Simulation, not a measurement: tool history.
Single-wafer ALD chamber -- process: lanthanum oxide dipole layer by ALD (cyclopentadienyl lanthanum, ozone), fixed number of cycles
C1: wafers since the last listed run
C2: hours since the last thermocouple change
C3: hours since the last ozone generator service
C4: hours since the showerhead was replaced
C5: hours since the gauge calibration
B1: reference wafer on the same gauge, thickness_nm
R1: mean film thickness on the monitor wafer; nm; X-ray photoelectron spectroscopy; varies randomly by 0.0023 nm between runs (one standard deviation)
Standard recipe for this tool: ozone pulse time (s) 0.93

run 1 hour=0 | ozone_pulse_time_(s)=0.8 | C1=0 C2=556.2 C3=381 C4=5405.6 C5=1648 | B1=0.506 | R1=0.443
run 2 hour=96.4 | ozone_pulse_time_(s)=0.93 | C1=1417 C2=652.6 C3=477.4 C4=5502 C5=1744.4 | B1=0.506 | R1=0.48
run 3 hour=152.3 | ozone_pulse_time_(s)=0.93 | C1=821 C2=708.5 C3=533.3 C4=5557.9 C5=1800.3 | B1=0.506 | R1=0.475
run 4 hour=217 | ozone_pulse_time_(s)=0.66 | C1=951 C2=773.2 C3=598 C4=5622.6 C5=1865 | B1=0.505 | R1=0.394
run 5 hour=260 | ozone_pulse_time_(s)=0.66 | C1=632 C2=816.2 C3=641 C4=5665.6 C5=1908 | B1=0.506 | R1=0.394
run 6 hour=303.5 | ozone_pulse_time_(s)=0.66 | C1=639 C2=859.7 C3=684.5 C4=5709.1 C5=1951.5 | B1=0.505 | R1=0.395
run 7 hour=374.8 | ozone_pulse_time_(s)=0.93 | C1=1048 C2=931 C3=755.8 C4=5780.4 C5=2022.8 | B1=0.506 | R1=0.472
run 8 hour=454.9 | ozone_pulse_time_(s)=1.17 | C1=1177 C2=1011.1 C3=835.9 C4=5860.5 C5=2102.9 | B1=0.506 | R1=0.511
run 9 hour=502.2 | ozone_pulse_time_(s)=1.17 | C1=695 C2=1058.4 C3=883.2 C4=5907.8 C5=2150.2 | B1=0.505 | R1=0.51
run 10 hour=546 | ozone_pulse_time_(s)=1.17 | C1=643 C2=1102.2 C3=927 C4=5951.6 C5=2194 | B1=0.506 | R1=0.515
run 11 hour=644.6 | ozone_pulse_time_(s)=0.93 | C1=1449 C2=1200.8 C3=1025.6 C4=6050.2 C5=2292.6 | B1=0.506 | R1=0.471
run 12 hour=707.6 | ozone_pulse_time_(s)=0.68 | C1=926 C2=1263.8 C3=1088.6 C4=6113.2 C5=2355.6 | B1=0.506 | R1=0.396
run 13 hour=800.5 | ozone_pulse_time_(s)=0.68 | C1=1365 C2=1356.7 C3=1181.5 C4=6206.1 C5=2448.5 | B1=0.506 | R1=0.397
run 14 hour=844.8 | ozone_pulse_time_(s)=0.93 | C1=651 C2=1401 C3=1225.8 C4=6250.4 C5=2492.8 | B1=0.506 | R1=0.468
run 15 hour=899.2 | ozone_pulse_time_(s)=0.81 | C1=799 C2=1455.4 C3=1280.2 C4=6304.8 C5=2547.2 | B1=0.506 | R1=0.437
run 16 hour=1006.6 | ozone_pulse_time_(s)=0.62 | C1=1578 C2=1562.8 C3=1387.6 C4=6412.2 C5=2654.6 | B1=0.506 | R1=0.369
run 17 hour=1102 | ozone_pulse_time_(s)=0.93 | C1=1402 C2=1658.2 C3=1483 C4=6507.6 C5=2750 | B1=0.506 | R1=0.466
run 18 hour=1168.4 | ozone_pulse_time_(s)=0.57 | C1=976 C2=1724.6 C3=1549.4 C4=6574 C5=2816.4 | B1=0.506 | R1=0.344
run 19 hour=1226.4 | ozone_pulse_time_(s)=0.74 | C1=852 C2=1782.6 C3=1607.4 C4=6632 C5=2874.4 | B1=0.506 | R1=0.414
-- hour=1242 showerhead replaced
run 20 hour=1327.4 | ozone_pulse_time_(s)=0.93 | C1=1367 C2=1883.6 C3=1708.4 C4=85.4 C5=2975.4 | B1=0.505 | R1=0.465
run 21 hour=1415.6 | ozone_pulse_time_(s)=0.82 | C1=1296 C2=1971.8 C3=1796.6 C4=173.6 C5=3063.6 | B1=0.506 | R1=0.432
-- hour=1467 ozone generator serviced
run 22 hour=1579.9 | ozone_pulse_time_(s)=1.05 | C1=2297 C2=2136.1 C3=112.9 C4=337.9 C5=3227.9 | B1=0.506 | R1=0.504
run 23 hour=1677.5 | ozone_pulse_time_(s)=0.93 | C1=1434 C2=2233.7 C3=210.5 C4=435.5 C5=3325.5 | B1=0.507 | R1=0.476
-- hour=1705.7 gauge calibrated
run 24 hour=1732 | ozone_pulse_time_(s)=0.93 | C1=801 C2=2288.2 C3=265 C4=490 C5=26.3 | B1=0.506 | R1=0.479
run 25 hour=1794.5 | ozone_pulse_time_(s)=0.57 | C1=918 C2=2350.7 C3=327.5 C4=552.5 C5=88.8 | B1=0.506 | R1=0.354
run 26 hour=2083 | ozone_pulse_time_(s)=1.14 | C1=4240 C2=2639.2 C3=616 C4=841 C5=377.3 | B1=0.506 | R1=0.513
-- hour=2097.9 thermocouple changed; heater temperature recalibrated
run 27 hour=2377.6 | ozone_pulse_time_(s)=1.16 | C1=4213 C2=279.7 C3=910.6 C4=1135.6 C5=671.9 | B1=0.506 | R1=0.515
run 28 hour=2475.3 | ozone_pulse_time_(s)=1.28 | C1=1436 C2=377.4 C3=1008.3 C4=1233.3 C5=769.6 | B1=0.507 | R1=0.525
run 29 hour=2575.6 | ozone_pulse_time_(s)=1.21 | C1=1474 C2=477.7 C3=1108.6 C4=1333.6 C5=869.9 | B1=0.506 | R1=0.513
run 30 hour=2634.4 | ozone_pulse_time_(s)=1.13 | C1=864 C2=536.5 C3=1167.4 C4=1392.4 C5=928.7 | B1=0.506 | R1=0.507
run 31 hour=2707 | ozone_pulse_time_(s)=0.56 | C1=1067 C2=609.1 C3=1240 C4=1465 C5=1001.3 | B1=0.506 | R1=0.344
run 32 hour=2774.5 | ozone_pulse_time_(s)=0.76 | C1=992 C2=676.6 C3=1307.5 C4=1532.5 C5=1068.8 | B1=0.506 | R1=0.426
run 33 hour=2853 | ozone_pulse_time_(s)=0.64 | C1=1153 C2=755.1 C3=1386 C4=1611 C5=1147.3 | B1=0.506 | R1=0.379

5 ways to go on from here, each from the tool as it stands after run 33. What would each give?
run A hour=2853.4 | ozone_pulse_time_(s)=1.12 | C1=5 C2=755.5 C3=1386.4 C4=1611.4 C5=1147.7 | B1=? | R1=?
run B hour=2853.4 | ozone_pulse_time_(s)=0.7 | C1=5 C2=755.5 C3=1386.4 C4=1611.4 C5=1147.7 | B1=? | R1=?
run C hour=2853.4 | ozone_pulse_time_(s)=0.6 | C1=5 C2=755.5 C3=1386.4 C4=1611.4 C5=1147.7 | B1=? | R1=?
run D hour=2853.4 | ozone_pulse_time_(s)=0.77 | C1=5 C2=755.5 C3=1386.4 C4=1611.4 C5=1147.7 | B1=? | R1=?
run E hour=2853.4 | ozone_pulse_time_(s)=1.03 | C1=5 C2=755.5 C3=1386.4 C4=1611.4 C5=1147.7 | B1=? | R1=?

run=A B1=0.505 R1=0.504
run=B B1=0.505 R1=0.403
run=C B1=0.505 R1=0.361
run=D B1=0.505 R1=0.427
run=E B1=0.505 R1=0.489
What these runs would have given with no unlogged condition in the tool:
run=A R1=0.512
run=B R1=0.415
run=C R1=0.374
run=D R1=0.439
run=E R1=0.498
